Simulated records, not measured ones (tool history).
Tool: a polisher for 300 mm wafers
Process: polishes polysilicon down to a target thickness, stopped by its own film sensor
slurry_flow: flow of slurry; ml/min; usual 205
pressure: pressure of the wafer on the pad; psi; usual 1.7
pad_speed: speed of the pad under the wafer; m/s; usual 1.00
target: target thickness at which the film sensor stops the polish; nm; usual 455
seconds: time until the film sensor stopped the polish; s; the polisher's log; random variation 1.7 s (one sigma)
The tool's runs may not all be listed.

run	hour	slurry_flow	pressure	pad_speed	target	wafers since the last listed run	wafers polished on this pad	hours since the slurry nozzle was cleaned	hours since the head pressure was calibrated	incoming thickness of the incoming film, nm	seconds
1	0.0	205	1.7	1.00	455	0	946	422.6	910.2	789.0	93.1
# hour 10.3: worn pad replaced by a new one
2	35.4	205	1.7	1.20	455	423	339	458.0	945.6	782.2	71.3
3	46.6	205	1.7	1.20	455	151	490	469.2	956.8	777.4	73.1
4	61.5	205	1.7	1.20	455	201	691	484.1	971.7	792.5	74.3
5	74.8	250	1.7	1.00	455	179	870	497.4	985.0	805.4	93.5
6	82.3	250	1.7	1.00	455	101	971	504.9	992.5	788.1	89.1
# hour 91.8: worn pad replaced by a new one
7	99.6	205	1.7	0.84	455	179	105	522.2	1009.8	797.8	104.1
8	111.1	205	1.7	0.84	455	155	260	533.7	1021.3	779.9	99.3
9	121.9	205	1.5	1.00	455	145	406	544.5	1032.1	783.4	93.9
10	133.0	205	1.5	1.00	455	149	556	555.6	1043.2	783.5	95.0
11	146.3	205	1.5	1.00	455	179	735	568.9	1056.5	789.2	98.3
12	158.4	205	2.0	1.00	455	163	898	581.0	1068.6	782.7	82.1
# hour 171.9: worn pad replaced by a new one
13	172.4	205	2.0	1.00	455	134	6	595.0	1082.6	786.9	77.3
14	183.8	205	1.7	1.00	455	153	160	606.4	1094.0	791.4	88.2
15	195.1	205	2.2	1.00	455	152	312	617.7	1105.3	790.6	74.7
# hour 202.7: head pressure recalibrated
16	208.8	205	2.2	1.00	455	157	470	631.4	6.1	781.6	74.3
17	225.2	205	1.7	1.24	370	221	691	647.8	22.5	784.7	89.1
18	238.9	205	1.7	1.24	370	184	876	661.5	36.2	797.8	95.0
19	245.8	205	1.7	1.20	506	93	969	668.4	43.1	796.1	68.8
20	253.1	205	1.7	1.00	571	98	1068	675.7	50.4	784.3	59.4
21	266.7	270	1.2	1.00	455	183	1252	689.3	64.0	800.5	113.6
# hour 275.4: worn pad replaced by a new one
22	278.6	205	1.7	1.00	455	106	43	701.2	75.9	781.6	85.4
23	287.6	205	1.7	0.84	455	121	164	710.2	84.9	786.1	102.2
24	299.7	205	1.7	1.00	455	163	328	722.3	97.0	790.9	88.1
25	316.0	205	1.7	0.84	455	219	548	738.6	113.3	784.3	105.9
26	331.2	205	1.9	0.86	455	205	753	753.8	128.5	780.9	95.4
# hour 333.2: slurry nozzle cleaned
27	346.4	205	1.2	1.00	455	191	944	13.2	143.7	788.1	110.6
# hour 359.7: worn pad replaced by a new one
28	361.2	155	2.2	1.18	507	145	20	28.0	158.5	787.3	53.8
29	375.2	205	2.0	0.88	455	188	209	42.0	172.5	795.4	89.3
30	390.4	175	1.5	1.10	498	205	414	57.2	187.7	789.9	76.8
31	401.1	205	1.5	1.00	530	144	558	67.9	198.4	797.8	75.4
32	418.5	205	1.7	1.12	346	234	793	85.3	215.8	804.6	112.7
33	427.9	255	1.2	0.70	455	126	920	94.7	225.2	792.5	155.6
34	434.6	205	1.9	1.00	455	90	1010	101.4	231.9	778.0	84.6
# hour 450.5: worn pad replaced by a new one
35	452.1	230	1.7	0.64	455	182	21	118.9	249.4	789.6	132.1
36	458.1	205	1.7	1.00	455	80	102	124.9	255.4	780.6	86.8

Some steps in seconds between neighbouring runs. How much of each would the tool show without its hidden state too (settings, what came in, random variation), and how much is left for the hidden state, with any gauge scatter that isn't in both results?
The hidden state here: removal rate lost through wear of the pad, %; slurry flow missing at the pad, %; deviation of the head's pressure from its setpoint, %.
Run 1 -> 2: pad_speed 1.00 -> 1.20, worn pad replaced by a new one. seconds -21.8 s: hidden state -6.2, all else -15.6.
Run 20 -> 21: slurry_flow 205 -> 270, pressure 1.7 -> 1.2, target 571 -> 455. seconds +54.2 s: hidden state +6.0, all else +48.2.
Run 21 -> 22: slurry_flow 270 -> 205, pressure 1.2 -> 1.7, worn pad replaced by a new one. seconds -28.2 s: hidden state -10.7, all else -17.5.
Run 27 -> 28: slurry_flow 205 -> 155, pressure 1.2 -> 2.2, pad_speed 1.00 -> 1.18, target 455 -> 507, worn pad replaced by a new one. seconds -56.8 s: hidden state -7.1, all else -49.7.
Run 33 -> 34: slurry_flow 255 -> 205, pressure 1.2 -> 1.9, pad_speed 0.70 -> 1.00. seconds -71.0 s: hidden state -4.8, all else -66.2.
